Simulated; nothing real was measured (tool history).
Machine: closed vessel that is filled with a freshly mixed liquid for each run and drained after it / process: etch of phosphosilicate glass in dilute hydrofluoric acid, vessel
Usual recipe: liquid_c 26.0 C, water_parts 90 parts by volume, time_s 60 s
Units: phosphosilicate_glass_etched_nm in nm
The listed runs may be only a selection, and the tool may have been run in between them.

run	hour	liquid_c	water_parts	time_s	wafers since the last listed run	hours since the thermometer was replaced	hours since the hydrofluoric acid flow meter was replaced	hours since the gauge calibration	read-back film thickness of the phosphosilicate glass reference wafer, read on the same gauge (nm)	phosphosilicate_glass_etched_nm
1	0.0	26.0	110	60	0	714.5	1378.1	568.0	130.00	88.26
2	24.0	26.0	110	60	2161	738.5	1402.1	592.0	129.99	88.32
3	59.4	22.5	90	60	3188	773.9	1437.5	627.4	130.00	96.49
4	93.0	22.5	90	60	3026	807.5	1471.1	661.0	130.02	96.39
5	118.6	22.5	90	60	2305	833.1	1496.7	686.6	130.00	96.01
6	135.1	26.0	90	60	1486	849.6	1513.2	703.1	129.99	112.07
7	168.1	26.0	90	60	2972	882.6	1546.2	736.1	129.98	113.10
8	199.1	26.0	90	60	2791	913.6	1577.2	767.1	129.99	111.17
# hour 206.5: thermometer replaced
9	263.6	26.0	90	45	5719	57.1	1641.7	831.6	130.01	83.19
10	281.6	26.0	90	45	1621	75.1	1659.7	849.6	130.00	83.15
# hour 290.8: hydrofluoric acid flow meter replaced
11	301.6	26.0	90	45	1711	95.1	10.8	869.6	130.00	73.00
12	331.3	26.0	90	60	2674	124.8	40.5	899.3	130.01	96.76
13	366.2	26.0	90	60	3143	159.7	75.4	934.2	130.01	96.63
14	386.6	26.0	90	60	1837	180.1	95.8	954.6	130.00	96.58
15	405.8	26.0	130	50	1729	199.3	115.0	973.8	130.01	54.05
16	432.3	26.0	90	60	2386	225.8	141.5	1000.3	129.98	98.55
17	451.1	24.0	105	75	1693	244.6	160.3	1019.1	130.00	95.31
18	463.4	21.5	105	90	1107	256.9	172.6	1031.4	130.01	102.76
19	479.1	29.5	90	60	1413	272.6	188.3	1047.1	129.99	112.62
# hour 482.6: gauge calibrated
20	503.6	23.5	90	35	2206	297.1	212.8	21.0	129.99	51.70
21	521.2	26.0	90	95	1585	314.7	230.4	38.6	130.01	155.88
22	535.0	26.0	115	60	1242	328.5	244.2	52.4	129.98	75.44
23	562.4	27.5	45	40	2467	355.9	271.6	79.8	129.98	147.78
24	578.4	26.0	90	60	1441	371.9	287.6	95.8	129.99	100.11
25	590.8	26.0	90	60	1116	384.3	300.0	108.2	130.00	100.10
26	608.5	26.0	130	30	1594	402.0	317.7	125.9	130.01	32.82
27	643.2	22.0	90	35	3125	436.7	352.4	160.6	130.01	50.18
28	679.1	28.0	90	75	3233	472.6	388.3	196.5	130.00	135.11
29	696.6	24.0	65	35	1576	490.1	405.8	214.0	130.01	76.96
30	729.4	29.0	130	40	2954	522.9	438.6	246.8	129.99	49.51
31	741.6	26.0	90	60	1098	535.1	450.8	259.0	130.00	101.98
32	764.3	29.5	50	45	2044	557.8	473.5	281.7	130.00	165.57
33	797.9	28.0	45	60	3026	591.4	507.1	315.3	130.00	234.49

Alternative continuations, all from the tool just after run 33; predict every row:
A	798.6	26.0	90	85	63	592.1	507.8	316.0	?	?
B	798.6	26.0	70	60	63	592.1	507.8	316.0	?	?
C	798.6	27.5	90	75	63	592.1	507.8	316.0	?	?

run	read-back film thickness of the phosphosilicate glass reference wafer, read on the same gauge (nm)	phosphosilicate_glass_etched_nm
A	130.01	143.87
B	130.01	133.95
C	130.01	134.60
What these runs would have given with no unlogged condition in the tool:
run	phosphosilicate_glass_etched_nm
A	137.41
B	128.07
C	128.54
